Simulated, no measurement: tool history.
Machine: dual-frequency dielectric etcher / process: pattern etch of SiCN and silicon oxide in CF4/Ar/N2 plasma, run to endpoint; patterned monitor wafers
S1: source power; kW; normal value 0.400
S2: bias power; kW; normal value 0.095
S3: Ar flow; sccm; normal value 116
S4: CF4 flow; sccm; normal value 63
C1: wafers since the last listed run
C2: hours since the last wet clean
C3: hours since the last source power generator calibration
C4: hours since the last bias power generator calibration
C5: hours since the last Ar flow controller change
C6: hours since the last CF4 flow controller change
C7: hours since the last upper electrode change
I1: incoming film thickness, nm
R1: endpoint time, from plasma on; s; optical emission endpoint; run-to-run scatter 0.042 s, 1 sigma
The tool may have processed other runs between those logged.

{"run": 1, "hour": 0.0, "S1": 0.4, "S2": 0.095, "S3": 124, "S4": 63, "C1": 0, "C2": 139.6, "C3": 2723.9, "C4": 1998.8, "C5": 3564.6, "C6": 5284.0, "C7": 1487.5, "I1": 9.01, "R1": 10.8}
{"run": 2, "hour": 37.8, "S1": 0.4, "S2": 0.095, "S3": 116, "S4": 63, "C1": 603, "C2": 177.4, "C3": 2761.7, "C4": 2036.6, "C5": 3602.4, "C6": 5321.8, "C7": 1525.3, "I1": 8.94, "R1": 10.5}
{"run": 3, "hour": 123.4, "S1": 0.4, "S2": 0.095, "S3": 116, "S4": 63, "C1": 1367, "C2": 263.0, "C3": 2847.3, "C4": 2122.2, "C5": 3688.0, "C6": 5407.4, "C7": 1610.9, "I1": 8.99, "R1": 10.7}
{"run": 4, "hour": 225.2, "S1": 0.4, "S2": 0.095, "S3": 116, "S4": 63, "C1": 1625, "C2": 364.8, "C3": 2949.1, "C4": 2224.0, "C5": 3789.8, "C6": 5509.2, "C7": 1712.7, "I1": 8.94, "R1": 10.6}
{"run": 5, "hour": 261.2, "S1": 0.4, "S2": 0.095, "S3": 104, "S4": 63, "C1": 574, "C2": 400.8, "C3": 2985.1, "C4": 2260.0, "C5": 3825.8, "C6": 5545.2, "C7": 1748.7, "I1": 8.96, "R1": 10.5}
{"run": 6, "hour": 299.9, "S1": 0.4, "S2": 0.095, "S3": 104, "S4": 63, "C1": 618, "C2": 439.5, "C3": 3023.8, "C4": 2298.7, "C5": 3864.5, "C6": 5583.9, "C7": 1787.4, "I1": 9.02, "R1": 10.5}
{"hour": 370.8, "done": "wet clean of the chamber"}
{"run": 7, "hour": 371.3, "S1": 0.4, "S2": 0.095, "S3": 116, "S4": 63, "C1": 756, "C2": 0.5, "C3": 3095.2, "C4": 2370.1, "C5": 3935.9, "C6": 5655.3, "C7": 1858.8, "I1": 9.06, "R1": 10.7}
{"run": 8, "hour": 435.1, "S1": 0.4, "S2": 0.095, "S3": 116, "S4": 63, "C1": 1018, "C2": 64.3, "C3": 3159.0, "C4": 2433.9, "C5": 3999.7, "C6": 5719.1, "C7": 1922.6, "I1": 9.0, "R1": 10.7}
{"run": 9, "hour": 527.5, "S1": 0.4, "S2": 0.095, "S3": 116, "S4": 63, "C1": 1475, "C2": 156.7, "C3": 3251.4, "C4": 2526.3, "C5": 4092.1, "C6": 5811.5, "C7": 2015.0, "I1": 9.02, "R1": 10.6}
{"run": 10, "hour": 615.2, "S1": 0.4, "S2": 0.095, "S3": 116, "S4": 63, "C1": 1400, "C2": 244.4, "C3": 3339.1, "C4": 2614.0, "C5": 4179.8, "C6": 5899.2, "C7": 2102.7, "I1": 8.94, "R1": 10.6}
{"hour": 747.9, "done": "CF4 flow controller replaced"}
{"hour": 819.5, "done": "source power generator calibrated"}
{"run": 11, "hour": 837.9, "S1": 0.4, "S2": 0.095, "S3": 116, "S4": 63, "C1": 3396, "C2": 467.1, "C3": 18.4, "C4": 2836.7, "C5": 4402.5, "C6": 90.0, "C7": 2325.4, "I1": 9.05, "R1": 10.8}
{"hour": 875.5, "done": "wet clean of the chamber"}
{"hour": 892.4, "done": "bias power generator calibrated"}
{"hour": 900.1, "done": "upper electrode replaced"}
{"run": 12, "hour": 933.2, "S1": 0.4, "S2": 0.095, "S3": 116, "S4": 63, "C1": 952, "C2": 57.7, "C3": 113.7, "C4": 40.8, "C5": 4497.8, "C6": 185.3, "C7": 33.1, "I1": 8.94, "R1": 10.6}
{"run": 13, "hour": 1029.7, "S1": 0.4, "S2": 0.076, "S3": 142, "S4": 63, "C1": 1541, "C2": 154.2, "C3": 210.2, "C4": 137.3, "C5": 4594.3, "C6": 281.8, "C7": 129.6, "I1": 9.01, "R1": 11.7}
{"run": 14, "hour": 1124.4, "S1": 0.4, "S2": 0.095, "S3": 116, "S4": 63, "C1": 1512, "C2": 248.9, "C3": 304.9, "C4": 232.0, "C5": 4689.0, "C6": 376.5, "C7": 224.3, "I1": 9.16, "R1": 10.8}
{"run": 15, "hour": 1200.0, "S1": 0.4, "S2": 0.095, "S3": 116, "S4": 55, "C1": 1207, "C2": 324.5, "C3": 380.5, "C4": 307.6, "C5": 4764.6, "C6": 452.1, "C7": 299.9, "I1": 8.96, "R1": 11.0}
{"run": 16, "hour": 1339.2, "S1": 0.4, "S2": 0.105, "S3": 124, "S4": 63, "C1": 2223, "C2": 463.7, "C3": 519.7, "C4": 446.8, "C5": 4903.8, "C6": 591.3, "C7": 439.1, "I1": 8.98, "R1": 10.5}
{"run": 17, "hour": 1430.0, "S1": 0.45, "S2": 0.115, "S3": 93, "S4": 63, "C1": 1450, "C2": 554.5, "C3": 610.5, "C4": 537.6, "C5": 4994.6, "C6": 682.1, "C7": 529.9, "I1": 9.04, "R1": 9.0}
{"hour": 1475.8, "done": "wet clean of the chamber"}
{"run": 18, "hour": 1491.7, "S1": 0.4, "S2": 0.086, "S3": 127, "S4": 68, "C1": 602, "C2": 15.9, "C3": 672.2, "C4": 599.3, "C5": 5056.3, "C6": 743.8, "C7": 591.6, "I1": 9.06, "R1": 11.0}
{"hour": 1499.7, "done": "Ar flow controller replaced"}
{"run": 19, "hour": 1543.6, "S1": 0.4, "S2": 0.095, "S3": 91, "S4": 72, "C1": 733, "C2": 67.8, "C3": 724.1, "C4": 651.2, "C5": 43.9, "C6": 795.7, "C7": 643.5, "I1": 8.95, "R1": 10.0}
{"run": 20, "hour": 1641.4, "S1": 0.31, "S2": 0.095, "S3": 116, "S4": 63, "C1": 1561, "C2": 165.6, "C3": 821.9, "C4": 749.0, "C5": 141.7, "C6": 893.5, "C7": 741.3, "I1": 8.98, "R1": 13.0}
{"run": 21, "hour": 1694.6, "S1": 0.43, "S2": 0.088, "S3": 116, "S4": 63, "C1": 849, "C2": 218.8, "C3": 875.1, "C4": 802.2, "C5": 194.9, "C6": 946.7, "C7": 794.5, "I1": 9.05, "R1": 10.4}
{"run": 22, "hour": 1745.0, "S1": 0.36, "S2": 0.077, "S3": 116, "S4": 49, "C1": 804, "C2": 269.2, "C3": 925.5, "C4": 852.6, "C5": 245.3, "C6": 997.1, "C7": 844.9, "I1": 9.04, "R1": 13.1}
{"run": 23, "hour": 1817.4, "S1": 0.47, "S2": 0.108, "S3": 135, "S4": 75, "C1": 1156, "C2": 341.6, "C3": 997.9, "C4": 925.0, "C5": 317.7, "C6": 1069.5, "C7": 917.3, "I1": 8.99, "R1": 8.9}
{"run": 24, "hour": 1920.7, "S1": 0.45, "S2": 0.095, "S3": 138, "S4": 49, "C1": 1649, "C2": 444.9, "C3": 1101.2, "C4": 1028.3, "C5": 421.0, "C6": 1172.8, "C7": 1020.6, "I1": 8.9, "R1": 10.6}
{"run": 25, "hour": 1979.2, "S1": 0.4, "S2": 0.095, "S3": 116, "S4": 63, "C1": 934, "C2": 503.4, "C3": 1159.7, "C4": 1086.8, "C5": 479.5, "C6": 1231.3, "C7": 1079.1, "I1": 9.0, "R1": 10.8}

Consider 3 possible next runs. They are alternatives, not a sequence: every one starts from the tool as it was left by run 25. What does each give?
{"run": "A", "hour": 1979.6, "S1": 0.4, "S2": 0.11, "S3": 116, "S4": 63, "C1": 6, "C2": 503.8, "C3": 1160.1, "C4": 1087.2, "C5": 479.9, "C6": 1231.7, "C7": 1079.5, "I1": 9.05, "R1": "?"}
{"run": "B", "hour": 1979.6, "S1": 0.4, "S2": 0.107, "S3": 116, "S4": 63, "C1": 6, "C2": 503.8, "C3": 1160.1, "C4": 1087.2, "C5": 479.9, "C6": 1231.7, "C7": 1079.5, "I1": 9.05, "R1": "?"}
{"run": "C", "hour": 1979.6, "S1": 0.32, "S2": 0.109, "S3": 103, "S4": 58, "C1": 6, "C2": 503.8, "C3": 1160.1, "C4": 1087.2, "C5": 479.9, "C6": 1231.7, "C7": 1079.5, "I1": 9.05, "R1": "?"}

run=A R1=10.3
run=B R1=10.4
run=C R1=12.3
Had the tool no hidden state, the same runs would have come out as:
run=A R1=10.3
run=B R1=10.4
run=C R1=12.3

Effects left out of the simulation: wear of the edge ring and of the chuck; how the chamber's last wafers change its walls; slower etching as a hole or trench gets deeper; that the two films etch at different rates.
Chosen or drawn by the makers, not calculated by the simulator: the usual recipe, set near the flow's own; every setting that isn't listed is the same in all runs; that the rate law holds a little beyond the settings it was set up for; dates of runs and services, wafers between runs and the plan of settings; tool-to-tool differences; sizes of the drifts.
